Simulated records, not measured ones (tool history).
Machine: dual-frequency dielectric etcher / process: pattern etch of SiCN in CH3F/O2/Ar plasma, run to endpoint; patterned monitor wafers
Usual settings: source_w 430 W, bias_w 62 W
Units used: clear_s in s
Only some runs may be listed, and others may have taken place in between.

run    hour  source_w  bias_w  wafers since the last listed run  hours since the last wet clean  hours since the last source power generator calibration  hours since the last bias power generator calibration  hours since the last upper electrode change  incoming incoming film thickness, nm  clear_s
  1       0       430      54                                 0                           716.1                                                    216.8                                                 2787.8                                         4407                                 11.93     31.5
  2    72.4       430      54                               997                           788.5                                                    289.2                                                 2860.2                                       4479.4                                 11.99     31.2
  3   115.1       470      62                               588                           831.2                                                    331.9                                                 2902.9                                       4522.1                                 11.86     28.7
      209.9  -- wet clean of the chamber
  4   221.5       470      62                              1135                            11.6                                                    438.3                                                 3009.3                                       4628.5                                 12.07     31.6
  5     311       430      62                              1233                           101.1                                                    527.8                                                 3098.8                                         4718                                 12.09     32.9
  6   356.4       430      62                               625                           146.5                                                    573.2                                                 3144.2                                       4763.4                                 11.92     32.3
  7   440.5       430      62                              1158                           230.6                                                    657.3                                                 3228.3                                       4847.5                                 11.96     32.2
  8     526       490      58                              1178                           316.1                                                    742.8                                                 3313.8                                         4933                                 11.95     31.7
  9   628.5       490      58                              1412                           418.6                                                    845.3                                                 3416.3                                       5035.5                                 12.06     31.5
 10   699.6       490      58                               979                           489.7                                                    916.4                                                 3487.4                                       5106.6                                 11.95     31.1
 11     769       430      70                               956                           559.1                                                    985.8                                                 3556.8                                         5176                                 12.05     30.5
 12   805.7       490      56                               505                           595.8                                                   1022.5                                                 3593.5                                       5212.7                                 12.04     31.6
 13   849.5       480      55                               603                           639.6                                                   1066.3                                                 3637.3                                       5256.5                                 11.93     31.2
 14   927.5       430      62                              1074                           717.6                                                   1144.3                                                 3715.3                                       5334.5                                 11.98     31.3
      952.7  -- bias power generator calibrated
 15   976.5       520      57                               620                           766.6                                                   1193.3                                                   23.8                                       5383.5                                 11.95       30
     1048.9  -- wet clean of the chamber
 16  1049.4       350      72                               673                             0.5                                                   1266.2                                                   96.7                                       5456.4                                 11.97     32.3
 17  1101.1       460      55                               712                            52.2                                                   1317.9                                                  148.4                                       5508.1                                 11.97       33
     1137.4  -- source power generator calibrated
     1192.6  -- upper electrode replaced, of another model than before
 18  1193.1       430      54                               881                           144.2                                                     55.7                                                  240.4                                          0.5                                 11.95     34.8
 19  1275.7       460      76                              1138                           226.8                                                    138.3                                                    323                                         83.1                                    12     28.4
 20  1344.8       430      62                               952                           295.9                                                    207.4                                                  392.1                                        152.2                                 12.02     32.1
 21  1428.1       390      62                              1147                           379.2                                                    290.7                                                  475.4                                        235.5                                 12.08     32.6
 22    1505       370      55                              1059                           456.1                                                    367.6                                                  552.3                                        312.4                                 12.04     34.6
 23  1572.5       430      62                               930                           523.6                                                    435.1                                                  619.8                                        379.9                                 12.03     31.3
 24  1685.8       490      58                              1561                           636.9                                                    548.4                                                  733.1                                        493.2                                 11.99     31.6
 25  1846.2       430      62                              2210                           797.3                                                    708.8                                                  893.5                                        653.6                                 12.06     31.2
     1887.1  -- wet clean of the chamber
 26  1920.6       530      69                               694                            33.5                                                    783.2                                                  967.9                                          728                                 12.15     28.9
 27  1965.4       430      58                               617                            78.3                                                      828                                                 1012.7                                        772.8                                 12.07     33.4
 28  2062.9       370      69                              1343                           175.8                                                    925.5                                                 1110.2                                        870.3                                 11.83     30.5
 29  2132.3       540      51                               956                           245.2                                                    994.9                                                 1179.6                                        939.7                                    12     32.7
 30  2171.6       330      76                               541                           284.5                                                   1034.2                                                 1218.9                                          979                                 11.98       30
 31  2224.5       500      66                               728                           337.4                                                   1087.1                                                 1271.8                                       1031.9                                 11.88     29.1
 32  2275.9       510      54                               708                           388.8                                                   1138.5                                                 1323.2                                       1083.3                                 11.97       32
 33  2590.3       430      66                              4332                           703.2                                                   1452.9                                                 1637.6                                       1397.7                                 11.87     29.2
 34  2630.2       350      47                               549                           743.1                                                   1492.8                                                 1677.5                                       1437.6                                 12.02     36.7
 35  2705.9       430      62                              1043                           818.8                                                   1568.5                                                 1753.2                                       1513.3                                 11.99     30.5

Take each entry between the runs: how does the hidden state at the last listed run before it differ from the hidden state at the first listed run after it?
Between runs 3 and 4: wet clean of the chamber (hour 209.9)
  etch rate over this chamber's usual, %: 6.97 -> -1.37
  difference, measured minus the result without the unlogged condition, clear_s: -2 -> +0.5 s
Between runs 14 and 15: bias power generator calibrated (hour 952.7)
  etch rate over this chamber's usual, %: 3 -> 3.3
  difference, measured minus the result without the unlogged condition, clear_s: -0.9 -> -1 s
Between runs 15 and 16: wet clean of the chamber (hour 1048.9)
  etch rate over this chamber's usual, %: 3.3 -> -0.601
  difference, measured minus the result without the unlogged condition, clear_s: -1 -> +0.2 s
Between runs 17 and 18: source power generator calibrated (hour 1137.4); upper electrode replaced, of another model than before (hour 1192.6)
  etch rate over this chamber's usual, %: -0.281 -> 0.288
  difference, measured minus the result without the unlogged condition, clear_s: +0.1 -> -0.1 s
Between runs 25 and 26: wet clean of the chamber (hour 1887.1)
  etch rate over this chamber's usual, %: 4.33 -> 0.608
  difference, measured minus the result without the unlogged condition, clear_s: -1.4 -> -0.2 s

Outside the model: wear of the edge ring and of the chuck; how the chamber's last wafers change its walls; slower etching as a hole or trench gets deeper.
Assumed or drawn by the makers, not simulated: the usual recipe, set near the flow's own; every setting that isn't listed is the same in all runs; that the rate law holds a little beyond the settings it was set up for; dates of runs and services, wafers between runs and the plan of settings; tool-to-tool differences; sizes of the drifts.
